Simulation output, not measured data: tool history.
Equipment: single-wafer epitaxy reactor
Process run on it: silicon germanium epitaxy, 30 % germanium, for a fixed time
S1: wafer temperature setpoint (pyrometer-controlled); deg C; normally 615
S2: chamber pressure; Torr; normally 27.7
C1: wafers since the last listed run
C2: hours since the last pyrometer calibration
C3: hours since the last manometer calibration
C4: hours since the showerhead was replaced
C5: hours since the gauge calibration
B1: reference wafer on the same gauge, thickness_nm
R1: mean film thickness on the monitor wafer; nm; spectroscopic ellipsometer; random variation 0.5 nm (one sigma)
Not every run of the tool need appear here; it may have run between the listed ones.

run,hour,S1,S2,C1,C2,C3,C4,C5,B1,R1
1,0,615,27.7,0,523.5,1965.7,3423.2,213.7,69.212,82.104
2,47.9,615,27.7,1093,571.4,2013.6,3471.1,261.6,69.224,82.046
3,114.7,615,27.7,1525,638.2,2080.4,3537.9,328.4,69.152,81.332
4,204.8,615,27.7,2057,728.3,2170.5,3628,418.5,69.177,82.499
5,259.5,615,27.7,1249,783,2225.2,3682.7,473.2,69.196,81.604
6,320.7,615,27.7,1397,844.2,2286.4,3743.9,534.4,69.308,82.705
7,421.3,615,25.1,2297,944.8,2387,3844.5,635,69.31,78.393
# hour 436.1: pyrometer calibrated
8,505.3,603,30.7,1735,69.2,2471,3928.5,719,69.268,67.986
# hour 582.9: showerhead replaced
9,597.7,621,33.2,1927,161.6,2563.4,14.8,811.4,69.281,94.026
# hour 647.8: pyrometer calibrated, repeated, since the last time left the tool worse
10,654.7,615,27.7,1118,6.9,2620.4,71.8,868.4,69.267,85.435
11,717,606,21,1422,69.2,2682.7,134.1,930.7,69.131,63.257
# hour 736.7: capacitance manometer re-zeroed and calibrated
# hour 749: gauge calibrated
12,807.5,627,34.4,1883,159.7,70.8,224.6,58.5,69.225,112.827
13,894,615,27.7,1975,246.2,157.3,311.1,145,69.227,83.405
14,960.9,626,32.1,1527,313.1,224.2,378,211.9,69.118,106.977

Alternative continuations, all from the tool just after run 14; predict every row:
A,961.3,615,27.7,9,313.5,224.6,378.4,212.3,?,?
B,961.3,626,22.4,9,313.5,224.6,378.4,212.3,?,?
C,961.3,615,34.2,9,313.5,224.6,378.4,212.3,?,?
D,961.3,606,33.1,9,313.5,224.6,378.4,212.3,?,?
E,961.3,625,31.2,9,313.5,224.6,378.4,212.3,?,?

run,B1,R1
A,69.141,83.344
B,69.141,88.055
C,69.141,92.919
D,69.141,79.138
E,69.141,103.775
With no hidden state in the tool, these same runs would have given:
run,R1
A,85.881
B,90.676
C,95.747
D,81.591
E,106.87
